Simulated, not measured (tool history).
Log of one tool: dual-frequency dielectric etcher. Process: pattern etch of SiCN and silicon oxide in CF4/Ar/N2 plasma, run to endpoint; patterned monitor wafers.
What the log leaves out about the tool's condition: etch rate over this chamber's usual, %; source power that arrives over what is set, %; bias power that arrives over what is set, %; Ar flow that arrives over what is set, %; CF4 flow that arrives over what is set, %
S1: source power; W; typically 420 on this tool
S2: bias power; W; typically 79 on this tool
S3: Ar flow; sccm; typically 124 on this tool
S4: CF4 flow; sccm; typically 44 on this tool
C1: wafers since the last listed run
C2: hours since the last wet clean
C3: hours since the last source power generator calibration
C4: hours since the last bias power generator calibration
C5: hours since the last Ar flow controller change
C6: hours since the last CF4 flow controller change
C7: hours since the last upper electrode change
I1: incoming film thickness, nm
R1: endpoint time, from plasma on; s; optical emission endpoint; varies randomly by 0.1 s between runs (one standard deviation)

{"run": 1, "hour": 0.0, "S1": 420, "S2": 79, "S3": 124, "S4": 44, "C1": 0, "C2": 72.6, "C3": 2078, "C4": 3338.7, "C5": 11.2, "C6": 65.4, "C7": 3683.4, "I1": 12.19, "R1": 18.2}
{"run": 2, "hour": 33.6, "S1": 420, "S2": 79, "S3": 124, "S4": 44, "C1": 571, "C2": 106.2, "C3": 2111.6, "C4": 3372.3, "C5": 44.8, "C6": 99, "C7": 3717, "I1": 12.31, "R1": 18.4}
{"run": 3, "hour": 49.9, "S1": 420, "S2": 79, "S3": 137, "S4": 44, "C1": 277, "C2": 122.5, "C3": 2127.9, "C4": 3388.6, "C5": 61.1, "C6": 115.3, "C7": 3733.3, "I1": 12.13, "R1": 18.5}
{"run": 4, "hour": 66.2, "S1": 420, "S2": 79, "S3": 137, "S4": 44, "C1": 277, "C2": 138.8, "C3": 2144.2, "C4": 3404.9, "C5": 77.4, "C6": 131.6, "C7": 3749.6, "I1": 12.41, "R1": 19.1}
{"hour": 72.6, "done": "source power generator calibrated"}
{"run": 5, "hour": 97.2, "S1": 420, "S2": 79, "S3": 124, "S4": 44, "C1": 458, "C2": 169.8, "C3": 24.6, "C4": 3435.9, "C5": 108.4, "C6": 162.6, "C7": 3780.6, "I1": 12.27, "R1": 17.4}
{"run": 6, "hour": 119.5, "S1": 420, "S2": 79, "S3": 124, "S4": 40, "C1": 379, "C2": 192.1, "C3": 46.9, "C4": 3458.2, "C5": 130.7, "C6": 184.9, "C7": 3802.9, "I1": 12.15, "R1": 17.8}
{"hour": 148.9, "done": "upper electrode replaced"}
{"run": 7, "hour": 149.4, "S1": 350, "S2": 87, "S3": 104, "S4": 37, "C1": 100, "C2": 222, "C3": 76.8, "C4": 3488.1, "C5": 160.6, "C6": 214.8, "C7": 0.5, "I1": 12.33, "R1": 20.4}
{"run": 8, "hour": 150.3, "S1": 420, "S2": 97, "S3": 96, "S4": 44, "C1": 15, "C2": 222.9, "C3": 77.7, "C4": 3489, "C5": 161.5, "C6": 215.7, "C7": 1.4, "I1": 12.13, "R1": 16.1}
{"run": 9, "hour": 245.4, "S1": 420, "S2": 79, "S3": 124, "S4": 48, "C1": 1616, "C2": 318, "C3": 172.8, "C4": 3584.1, "C5": 256.6, "C6": 310.8, "C7": 96.5, "I1": 12.23, "R1": 17.3}
{"run": 10, "hour": 272.3, "S1": 370, "S2": 69, "S3": 124, "S4": 44, "C1": 457, "C2": 344.9, "C3": 199.7, "C4": 3611, "C5": 283.5, "C6": 337.7, "C7": 123.4, "I1": 12.33, "R1": 20.2}
{"run": 11, "hour": 303.4, "S1": 500, "S2": 84, "S3": 151, "S4": 48, "C1": 528, "C2": 376, "C3": 230.8, "C4": 3642.1, "C5": 314.6, "C6": 368.8, "C7": 154.5, "I1": 12.26, "R1": 15.3}
{"hour": 317.7, "done": "bias power generator calibrated"}
{"run": 12, "hour": 321.9, "S1": 510, "S2": 87, "S3": 93, "S4": 37, "C1": 246, "C2": 394.5, "C3": 249.3, "C4": 4.2, "C5": 333.1, "C6": 387.3, "C7": 173, "I1": 12.23, "R1": 14.7}
{"run": 13, "hour": 354.6, "S1": 420, "S2": 79, "S3": 109, "S4": 44, "C1": 555, "C2": 427.2, "C3": 282, "C4": 36.9, "C5": 365.8, "C6": 420, "C7": 205.7, "I1": 12.25, "R1": 17.3}
{"run": 14, "hour": 388.4, "S1": 360, "S2": 79, "S3": 124, "S4": 52, "C1": 574, "C2": 461, "C3": 315.8, "C4": 70.7, "C5": 399.6, "C6": 453.8, "C7": 239.5, "I1": 12.29, "R1": 19.5}
{"run": 15, "hour": 410.7, "S1": 390, "S2": 94, "S3": 124, "S4": 44, "C1": 379, "C2": 483.3, "C3": 338.1, "C4": 93, "C5": 421.9, "C6": 476.1, "C7": 261.8, "I1": 12.33, "R1": 18.2}
{"hour": 445.2, "done": "wet clean of the chamber"}
{"run": 16, "hour": 445.7, "S1": 450, "S2": 95, "S3": 124, "S4": 44, "C1": 186, "C2": 0.5, "C3": 373.1, "C4": 128, "C5": 456.9, "C6": 511.1, "C7": 296.8, "I1": 12.34, "R1": 16.1}
{"run": 17, "hour": 458.2, "S1": 420, "S2": 79, "S3": 124, "S4": 44, "C1": 212, "C2": 13, "C3": 385.6, "C4": 140.5, "C5": 469.4, "C6": 523.6, "C7": 309.3, "I1": 12.2, "R1": 17.7}
{"run": 18, "hour": 474.4, "S1": 420, "S2": 79, "S3": 124, "S4": 51, "C1": 275, "C2": 29.2, "C3": 401.8, "C4": 156.7, "C5": 485.6, "C6": 539.8, "C7": 325.5, "I1": 12.46, "R1": 17.4}
{"run": 19, "hour": 498.4, "S1": 420, "S2": 79, "S3": 124, "S4": 44, "C1": 407, "C2": 53.2, "C3": 425.8, "C4": 180.7, "C5": 509.6, "C6": 563.8, "C7": 349.5, "I1": 12.29, "R1": 17.6}
{"run": 20, "hour": 543.8, "S1": 420, "S2": 79, "S3": 124, "S4": 44, "C1": 771, "C2": 98.6, "C3": 471.2, "C4": 226.1, "C5": 555, "C6": 609.2, "C7": 394.9, "I1": 12.32, "R1": 17.9}
{"run": 21, "hour": 576.2, "S1": 420, "S2": 93, "S3": 124, "S4": 48, "C1": 550, "C2": 131, "C3": 503.6, "C4": 258.5, "C5": 587.4, "C6": 641.6, "C7": 427.3, "I1": 12.49, "R1": 17.1}
{"run": 22, "hour": 589.4, "S1": 420, "S2": 79, "S3": 124, "S4": 44, "C1": 224, "C2": 144.2, "C3": 516.8, "C4": 271.7, "C5": 600.6, "C6": 654.8, "C7": 440.5, "I1": 12.42, "R1": 18}
{"run": 23, "hour": 615.6, "S1": 390, "S2": 79, "S3": 124, "S4": 44, "C1": 445, "C2": 170.4, "C3": 543, "C4": 297.9, "C5": 626.8, "C6": 681, "C7": 466.7, "I1": 12.39, "R1": 19}
{"run": 24, "hour": 629.0, "S1": 420, "S2": 79, "S3": 111, "S4": 44, "C1": 227, "C2": 183.8, "C3": 556.4, "C4": 311.3, "C5": 640.2, "C6": 694.4, "C7": 480.1, "I1": 12.33, "R1": 17.8}
{"run": 25, "hour": 653.1, "S1": 420, "S2": 79, "S3": 124, "S4": 44, "C1": 409, "C2": 207.9, "C3": 580.5, "C4": 335.4, "C5": 664.3, "C6": 718.5, "C7": 504.2, "I1": 12.28, "R1": 18}

Below are 3 alternative next runs, each starting from the tool's condition after run 25. Predict each:
{"run": "A", "hour": 653.5, "S1": 420, "S2": 79, "S3": 124, "S4": 44, "C1": 6, "C2": 208.3, "C3": 580.9, "C4": 335.8, "C5": 664.7, "C6": 718.9, "C7": 504.6, "I1": 12.29, "R1": "?"}
{"run": "B", "hour": 653.5, "S1": 340, "S2": 79, "S3": 124, "S4": 44, "C1": 6, "C2": 208.3, "C3": 580.9, "C4": 335.8, "C5": 664.7, "C6": 718.9, "C7": 504.6, "I1": 12.29, "R1": "?"}
{"run": "C", "hour": 653.5, "S1": 330, "S2": 68, "S3": 124, "S4": 50, "C1": 6, "C2": 208.3, "C3": 580.9, "C4": 335.8, "C5": 664.7, "C6": 718.9, "C7": 504.6, "I1": 12.29, "R1": "?"}

run=A R1=17.9
run=B R1=21.2
run=C R1=21.8
What these runs would have given with no unlogged condition in the tool:
run=A R1=17.6
run=B R1=20.8
run=C R1=21.4

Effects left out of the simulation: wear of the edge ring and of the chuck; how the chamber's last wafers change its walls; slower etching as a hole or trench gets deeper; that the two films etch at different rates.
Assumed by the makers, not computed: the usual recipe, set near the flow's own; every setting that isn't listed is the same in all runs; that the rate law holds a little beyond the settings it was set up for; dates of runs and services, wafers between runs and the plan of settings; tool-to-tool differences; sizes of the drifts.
